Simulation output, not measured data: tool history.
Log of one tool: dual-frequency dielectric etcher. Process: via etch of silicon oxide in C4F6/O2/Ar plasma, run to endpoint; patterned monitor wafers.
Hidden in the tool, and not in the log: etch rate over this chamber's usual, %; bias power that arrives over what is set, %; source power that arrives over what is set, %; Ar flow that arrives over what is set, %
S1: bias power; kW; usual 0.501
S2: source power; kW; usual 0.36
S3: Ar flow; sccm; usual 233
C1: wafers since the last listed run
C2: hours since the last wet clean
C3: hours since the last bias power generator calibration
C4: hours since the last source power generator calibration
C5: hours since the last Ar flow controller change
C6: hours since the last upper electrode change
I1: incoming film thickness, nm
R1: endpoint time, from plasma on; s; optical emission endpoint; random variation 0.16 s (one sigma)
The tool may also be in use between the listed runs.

{"run": 1, "hour": 0.0, "S1": 0.501, "S2": 0.36, "S3": 233, "C1": 0, "C2": 94.7, "C3": 3801, "C4": 1318.3, "C5": 814.6, "C6": 3797.2, "I1": 95.6, "R1": 20.6}
{"run": 2, "hour": 84.5, "S1": 0.501, "S2": 0.36, "S3": 233, "C1": 823, "C2": 179.2, "C3": 3885.5, "C4": 1402.8, "C5": 899.1, "C6": 3881.7, "I1": 96.2, "R1": 20.9}
{"run": 3, "hour": 158.3, "S1": 0.501, "S2": 0.36, "S3": 233, "C1": 719, "C2": 253, "C3": 3959.3, "C4": 1476.6, "C5": 972.9, "C6": 3955.5, "I1": 95.6, "R1": 20.9}
{"run": 4, "hour": 207.7, "S1": 0.501, "S2": 0.36, "S3": 233, "C1": 481, "C2": 302.4, "C3": 4008.7, "C4": 1526, "C5": 1022.3, "C6": 4004.9, "I1": 95, "R1": 20.5}
{"run": 5, "hour": 461.5, "S1": 0.575, "S2": 0.36, "S3": 233, "C1": 2473, "C2": 556.2, "C3": 4262.5, "C4": 1779.8, "C5": 1276.1, "C6": 4258.7, "I1": 96.1, "R1": 18.5}
{"run": 6, "hour": 534.5, "S1": 0.575, "S2": 0.36, "S3": 233, "C1": 711, "C2": 629.2, "C3": 4335.5, "C4": 1852.8, "C5": 1349.1, "C6": 4331.7, "I1": 95.1, "R1": 18.6}
{"hour": 595.2, "done": "bias power generator calibrated"}
{"run": 7, "hour": 629.8, "S1": 0.546, "S2": 0.36, "S3": 201, "C1": 889, "C2": 724.5, "C3": 34.6, "C4": 1948.1, "C5": 1444.4, "C6": 4427, "I1": 96.2, "R1": 18.7}
{"hour": 673.8, "done": "wet clean of the chamber"}
{"run": 8, "hour": 707.1, "S1": 0.546, "S2": 0.36, "S3": 201, "C1": 519, "C2": 33.3, "C3": 111.9, "C4": 2025.4, "C5": 1521.7, "C6": 4504.3, "I1": 96, "R1": 19.9}
{"run": 9, "hour": 761.3, "S1": 0.501, "S2": 0.39, "S3": 233, "C1": 528, "C2": 87.5, "C3": 166.1, "C4": 2079.6, "C5": 1575.9, "C6": 4558.5, "I1": 96, "R1": 20.4}
{"hour": 1012.6, "done": "Ar flow controller replaced"}
{"run": 10, "hour": 1039.6, "S1": 0.501, "S2": 0.39, "S3": 233, "C1": 2653, "C2": 365.8, "C3": 444.4, "C4": 2357.9, "C5": 27, "C6": 4836.8, "I1": 95.4, "R1": 19.8}
{"hour": 1080.9, "done": "source power generator calibrated"}
{"run": 11, "hour": 1108.5, "S1": 0.501, "S2": 0.39, "S3": 233, "C1": 632, "C2": 434.7, "C3": 513.3, "C4": 27.6, "C5": 95.9, "C6": 4905.7, "I1": 95.9, "R1": 20}
{"run": 12, "hour": 1164.7, "S1": 0.501, "S2": 0.36, "S3": 233, "C1": 547, "C2": 490.9, "C3": 569.5, "C4": 83.8, "C5": 152.1, "C6": 4961.9, "I1": 95.4, "R1": 20.3}
{"run": 13, "hour": 1238.5, "S1": 0.418, "S2": 0.36, "S3": 233, "C1": 719, "C2": 564.7, "C3": 643.3, "C4": 157.6, "C5": 225.9, "C6": 5035.7, "I1": 95.7, "R1": 22.7}
{"hour": 1324.5, "done": "wet clean of the chamber"}
{"run": 14, "hour": 1325.0, "S1": 0.586, "S2": 0.36, "S3": 270, "C1": 609, "C2": 0.5, "C3": 729.8, "C4": 244.1, "C5": 312.4, "C6": 5122.2, "I1": 95.1, "R1": 19.9}
{"run": 15, "hour": 1380.7, "S1": 0.411, "S2": 0.36, "S3": 289, "C1": 542, "C2": 56.2, "C3": 785.5, "C4": 299.8, "C5": 368.1, "C6": 5177.9, "I1": 96.3, "R1": 24.5}
{"run": 16, "hour": 1429.7, "S1": 0.411, "S2": 0.34, "S3": 233, "C1": 477, "C2": 105.2, "C3": 834.5, "C4": 348.8, "C5": 417.1, "C6": 5226.9, "I1": 96.1, "R1": 24.4}
{"run": 17, "hour": 1712.7, "S1": 0.501, "S2": 0.27, "S3": 233, "C1": 2758, "C2": 388.2, "C3": 1117.5, "C4": 631.8, "C5": 700.1, "C6": 5509.9, "I1": 95.8, "R1": 23.4}
{"run": 18, "hour": 1809.1, "S1": 0.501, "S2": 0.32, "S3": 233, "C1": 939, "C2": 484.6, "C3": 1213.9, "C4": 728.2, "C5": 796.5, "C6": 5606.3, "I1": 96.7, "R1": 22}
{"hour": 2027.2, "done": "wet clean of the chamber"}
{"run": 19, "hour": 2090.5, "S1": 0.537, "S2": 0.44, "S3": 233, "C1": 2508, "C2": 63.3, "C3": 1495.3, "C4": 1009.6, "C5": 1077.9, "C6": 5887.7, "I1": 95.4, "R1": 18.8}
{"hour": 2139.7, "done": "upper electrode replaced"}
{"run": 20, "hour": 2188.8, "S1": 0.559, "S2": 0.44, "S3": 192, "C1": 724, "C2": 161.6, "C3": 1593.6, "C4": 1107.9, "C5": 1176.2, "C6": 49.1, "I1": 96.1, "R1": 17.7}
{"run": 21, "hour": 2433.7, "S1": 0.501, "S2": 0.3, "S3": 233, "C1": 2386, "C2": 406.5, "C3": 1838.5, "C4": 1352.8, "C5": 1421.1, "C6": 294, "I1": 94.9, "R1": 22.1}
{"run": 22, "hour": 2522.9, "S1": 0.501, "S2": 0.36, "S3": 233, "C1": 869, "C2": 495.7, "C3": 1927.7, "C4": 1442, "C5": 1510.3, "C6": 383.2, "I1": 95.2, "R1": 20.3}
{"run": 23, "hour": 2584.4, "S1": 0.501, "S2": 0.36, "S3": 233, "C1": 599, "C2": 557.2, "C3": 1989.2, "C4": 1503.5, "C5": 1571.8, "C6": 444.7, "I1": 96.9, "R1": 20.6}
{"hour": 2622.7, "done": "wet clean of the chamber"}
{"run": 24, "hour": 2669.9, "S1": 0.501, "S2": 0.36, "S3": 233, "C1": 599, "C2": 47.2, "C3": 2074.7, "C4": 1589, "C5": 1657.3, "C6": 530.2, "I1": 96.7, "R1": 21.3}
{"run": 25, "hour": 2729.2, "S1": 0.555, "S2": 0.36, "S3": 233, "C1": 577, "C2": 106.5, "C3": 2134, "C4": 1648.3, "C5": 1716.6, "C6": 589.5, "I1": 95.9, "R1": 20}
{"run": 26, "hour": 2775.6, "S1": 0.58, "S2": 0.36, "S3": 233, "C1": 452, "C2": 152.9, "C3": 2180.4, "C4": 1694.7, "C5": 1763, "C6": 635.9, "I1": 96.9, "R1": 19.6}
{"run": 27, "hour": 2871.9, "S1": 0.501, "S2": 0.36, "S3": 233, "C1": 938, "C2": 249.2, "C3": 2276.7, "C4": 1791, "C5": 1859.3, "C6": 732.2, "I1": 95.7, "R1": 20.8}
{"run": 28, "hour": 2917.9, "S1": 0.501, "S2": 0.42, "S3": 233, "C1": 448, "C2": 295.2, "C3": 2322.7, "C4": 1837, "C5": 1905.3, "C6": 778.2, "I1": 96.4, "R1": 19.4}
{"run": 29, "hour": 2970.9, "S1": 0.575, "S2": 0.36, "S3": 233, "C1": 516, "C2": 348.2, "C3": 2375.7, "C4": 1890, "C5": 1958.3, "C6": 831.2, "I1": 96.5, "R1": 19}

Forecast each of these 4 alternatives for the next run:
{"run": "A", "hour": 2971.3, "S1": 0.501, "S2": 0.36, "S3": 233, "C1": 3, "C2": 348.6, "C3": 2376.1, "C4": 1890.4, "C5": 1958.7, "C6": 831.6, "I1": 96.2, "R1": "?"}
{"run": "B", "hour": 2971.3, "S1": 0.43, "S2": 0.32, "S3": 258, "C1": 3, "C2": 348.6, "C3": 2376.1, "C4": 1890.4, "C5": 1958.7, "C6": 831.6, "I1": 96.2, "R1": "?"}
{"run": "C", "hour": 2971.3, "S1": 0.457, "S2": 0.44, "S3": 248, "C1": 3, "C2": 348.6, "C3": 2376.1, "C4": 1890.4, "C5": 1958.7, "C6": 831.6, "I1": 96.2, "R1": "?"}
{"run": "D", "hour": 2971.3, "S1": 0.396, "S2": 0.41, "S3": 188, "C1": 3, "C2": 348.6, "C3": 2376.1, "C4": 1890.4, "C5": 1958.7, "C6": 831.6, "I1": 96.2, "R1": "?"}

run=A R1=20.7
run=B R1=24.2
run=C R1=20.1
run=D R1=21.7
Without the tool's hidden state the same runs would have given:
run=A R1=21.3
run=B R1=24.9
run=C R1=20.8
run=D R1=22.4
